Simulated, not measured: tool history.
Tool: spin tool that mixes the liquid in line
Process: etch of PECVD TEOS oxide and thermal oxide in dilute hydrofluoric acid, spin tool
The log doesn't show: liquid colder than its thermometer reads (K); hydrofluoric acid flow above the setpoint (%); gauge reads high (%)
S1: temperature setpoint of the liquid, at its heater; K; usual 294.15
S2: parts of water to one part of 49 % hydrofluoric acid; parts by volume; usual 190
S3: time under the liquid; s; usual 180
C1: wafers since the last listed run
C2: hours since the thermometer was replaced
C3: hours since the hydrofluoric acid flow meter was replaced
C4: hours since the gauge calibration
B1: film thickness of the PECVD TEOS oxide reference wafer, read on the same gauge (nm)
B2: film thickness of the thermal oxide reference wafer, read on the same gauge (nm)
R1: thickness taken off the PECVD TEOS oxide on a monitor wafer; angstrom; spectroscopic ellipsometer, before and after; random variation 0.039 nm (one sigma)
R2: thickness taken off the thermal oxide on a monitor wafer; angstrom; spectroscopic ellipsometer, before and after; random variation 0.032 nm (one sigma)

{"run": 1, "hour": 0.0, "S1": 294.15, "S2": 190, "S3": 180, "C1": 0, "C2": 127.5, "C3": 646.0, "C4": 1142.5, "B1": 80.01, "B2": 60.013, "R1": 88.3, "R2": 33.1}
{"run": 2, "hour": 88.3, "S1": 294.15, "S2": 190, "S3": 180, "C1": 355, "C2": 215.8, "C3": 734.3, "C4": 1230.8, "B1": 79.98, "B2": 60.003, "R1": 88.9, "R2": 33.15}
{"run": 3, "hour": 125.1, "S1": 294.15, "S2": 190, "S3": 180, "C1": 147, "C2": 252.6, "C3": 771.1, "C4": 1267.6, "B1": 80.01, "B2": 59.977, "R1": 88.7, "R2": 32.92}
{"hour": 177.5, "done": "hydrofluoric acid flow meter replaced"}
{"run": 4, "hour": 231.5, "S1": 294.15, "S2": 190, "S3": 180, "C1": 423, "C2": 359.0, "C3": 54.0, "C4": 1374.0, "B1": 79.99, "B2": 60.017, "R1": 85.4, "R2": 32.02}
{"run": 5, "hour": 283.6, "S1": 294.15, "S2": 190, "S3": 180, "C1": 209, "C2": 411.1, "C3": 106.1, "C4": 1426.1, "B1": 80.0, "B2": 60.013, "R1": 84.5, "R2": 31.58}
{"run": 6, "hour": 324.6, "S1": 298.15, "S2": 245, "S3": 230, "C1": 164, "C2": 452.1, "C3": 147.1, "C4": 1467.1, "B1": 80.0, "B2": 60.053, "R1": 91.9, "R2": 35.33}
{"hour": 357.5, "done": "thermometer replaced"}
{"run": 7, "hour": 377.8, "S1": 297.15, "S2": 235, "S3": 135, "C1": 209, "C2": 20.3, "C3": 200.3, "C4": 1520.3, "B1": 80.0, "B2": 60.013, "R1": 57.1, "R2": 20.89}
{"run": 8, "hour": 415.6, "S1": 294.15, "S2": 190, "S3": 105, "C1": 152, "C2": 58.1, "C3": 238.1, "C4": 1558.1, "B1": 80.0, "B2": 59.969, "R1": 51.2, "R2": 19.02}
{"run": 9, "hour": 472.8, "S1": 292.65, "S2": 190, "S3": 100, "C1": 230, "C2": 115.3, "C3": 295.3, "C4": 1615.3, "B1": 80.0, "B2": 60.024, "R1": 45.4, "R2": 17.15}
{"hour": 480.0, "done": "gauge calibrated"}
{"run": 10, "hour": 535.4, "S1": 290.15, "S2": 145, "S3": 230, "C1": 251, "C2": 177.9, "C3": 357.9, "C4": 55.4, "B1": 80.0, "B2": 60.02, "R1": 129.4, "R2": 48.61}
{"run": 11, "hour": 591.2, "S1": 294.15, "S2": 190, "S3": 180, "C1": 224, "C2": 233.7, "C3": 413.7, "C4": 111.2, "B1": 79.99, "B2": 60.021, "R1": 87.0, "R2": 32.53}
{"run": 12, "hour": 630.6, "S1": 294.15, "S2": 190, "S3": 180, "C1": 158, "C2": 273.1, "C3": 453.1, "C4": 150.6, "B1": 80.01, "B2": 59.944, "R1": 86.1, "R2": 32.0}
{"run": 13, "hour": 686.2, "S1": 290.15, "S2": 145, "S3": 230, "C1": 223, "C2": 328.7, "C3": 508.7, "C4": 206.2, "B1": 80.0, "B2": 59.975, "R1": 128.7, "R2": 47.83}
{"run": 14, "hour": 744.5, "S1": 290.15, "S2": 160, "S3": 105, "C1": 234, "C2": 387.0, "C3": 567.0, "C4": 264.5, "B1": 80.0, "B2": 59.967, "R1": 52.0, "R2": 19.46}
{"run": 15, "hour": 781.0, "S1": 294.15, "S2": 190, "S3": 180, "C1": 146, "C2": 423.5, "C3": 603.5, "C4": 301.0, "B1": 80.0, "B2": 59.946, "R1": 85.9, "R2": 32.09}
{"run": 16, "hour": 871.6, "S1": 294.15, "S2": 190, "S3": 180, "C1": 364, "C2": 514.1, "C3": 694.1, "C4": 391.6, "B1": 79.99, "B2": 60.027, "R1": 85.0, "R2": 32.1}
{"hour": 911.0, "done": "thermometer replaced"}
{"run": 17, "hour": 951.0, "S1": 294.15, "S2": 190, "S3": 180, "C1": 315, "C2": 40.0, "C3": 773.5, "C4": 471.0, "B1": 79.98, "B2": 60.009, "R1": 90.0, "R2": 34.13}
{"hour": 1015.7, "done": "hydrofluoric acid flow meter replaced"}
{"run": 18, "hour": 1056.7, "S1": 294.15, "S2": 190, "S3": 180, "C1": 421, "C2": 145.7, "C3": 41.0, "C4": 576.7, "B1": 80.01, "B2": 59.972, "R1": 86.8, "R2": 32.25}
{"run": 19, "hour": 1109.4, "S1": 294.15, "S2": 190, "S3": 180, "C1": 211, "C2": 198.4, "C3": 93.7, "C4": 629.4, "B1": 80.01, "B2": 59.981, "R1": 86.5, "R2": 32.39}
{"run": 20, "hour": 1153.7, "S1": 291.15, "S2": 190, "S3": 180, "C1": 178, "C2": 242.7, "C3": 138.0, "C4": 673.7, "B1": 79.99, "B2": 59.966, "R1": 77.2, "R2": 28.76}
{"run": 21, "hour": 1259.7, "S1": 296.15, "S2": 150, "S3": 180, "C1": 426, "C2": 348.7, "C3": 244.0, "C4": 779.7, "B1": 80.0, "B2": 60.003, "R1": 123.1, "R2": 46.77}
{"run": 22, "hour": 1365.1, "S1": 294.15, "S2": 125, "S3": 180, "C1": 423, "C2": 454.1, "C3": 349.4, "C4": 885.1, "B1": 80.0, "B2": 59.975, "R1": 139.1, "R2": 51.92}
{"hour": 1432.5, "done": "thermometer replaced"}
{"run": 23, "hour": 1433.0, "S1": 294.15, "S2": 260, "S3": 95, "C1": 269, "C2": 0.5, "C3": 417.3, "C4": 953.0, "B1": 80.0, "B2": 60.016, "R1": 32.0, "R2": 11.93}
{"run": 24, "hour": 1533.4, "S1": 298.15, "S2": 145, "S3": 265, "C1": 403, "C2": 100.9, "C3": 517.7, "C4": 1053.4, "B1": 80.0, "B2": 60.034, "R1": 208.6, "R2": 78.55}
{"run": 25, "hour": 1569.4, "S1": 297.15, "S2": 165, "S3": 145, "C1": 144, "C2": 136.9, "C3": 553.7, "C4": 1089.4, "B1": 80.01, "B2": 59.986, "R1": 94.9, "R2": 35.09}
{"run": 26, "hour": 1666.5, "S1": 297.65, "S2": 190, "S3": 280, "C1": 390, "C2": 234.0, "C3": 650.8, "C4": 1186.5, "B1": 79.99, "B2": 59.99, "R1": 156.6, "R2": 59.55}
{"run": 27, "hour": 1709.2, "S1": 292.65, "S2": 275, "S3": 110, "C1": 171, "C2": 276.7, "C3": 693.5, "C4": 1229.2, "B1": 80.01, "B2": 60.0, "R1": 32.1, "R2": 12.25}

Hidden state at the last listed run before each entry between runs and at the first one after, where it differs:
Between runs 3 and 4: hydrofluoric acid flow meter replaced (hour 177.5)
  liquid colder than its thermometer reads (K): 0.724 -> 1; hydrofluoric acid flow above the setpoint (%): 2.41 -> 0.382
  measured less the result without the state, R1: +0.0 -> -3.0 angstrom; R2: +0.02 -> -1.11 angstrom
Between runs 6 and 7: thermometer replaced (hour 357.5)
  liquid colder than its thermometer reads (K): 1.24 -> 0.324; hydrofluoric acid flow above the setpoint (%): 0.645 -> 0.795
  measured less the result without the state, R1: -3.4 -> -0.1 angstrom; R2: -1.31 -> -0.04 angstrom
Between runs 9 and 10: gauge calibrated (hour 480.0)
  liquid colder than its thermometer reads (K): 0.571 -> 0.734; hydrofluoric acid flow above the setpoint (%): 1.06 -> 1.24
  measured less the result without the state, R1: -0.5 -> -2.1 angstrom; R2: -0.17 -> -0.79 angstrom
Between runs 16 and 17: thermometer replaced (hour 911.0)
  liquid colder than its thermometer reads (K): 1.61 -> 0.119; hydrofluoric acid flow above the setpoint (%): 2.19 -> 2.41
  measured less the result without the state, R1: -3.2 -> +2.1 angstrom; R2: -1.21 -> +0.80 angstrom
Between runs 17 and 18: hydrofluoric acid flow meter replaced (hour 1015.7)
  liquid colder than its thermometer reads (K): 0.119 -> 0.394; hydrofluoric acid flow above the setpoint (%): 2.41 -> 0.201
  measured less the result without the state, R1: +2.1 -> -1.1 angstrom; R2: +0.80 -> -0.41 angstrom
Between runs 22 and 23: thermometer replaced (hour 1432.5)
  liquid colder than its thermometer reads (K): 1.2 -> 0.0538; hydrofluoric acid flow above the setpoint (%): 1.07 -> 1.26
  measured less the result without the state, R1: -5.1 -> +0.4 angstrom; R2: -1.91 -> +0.16 angstrom
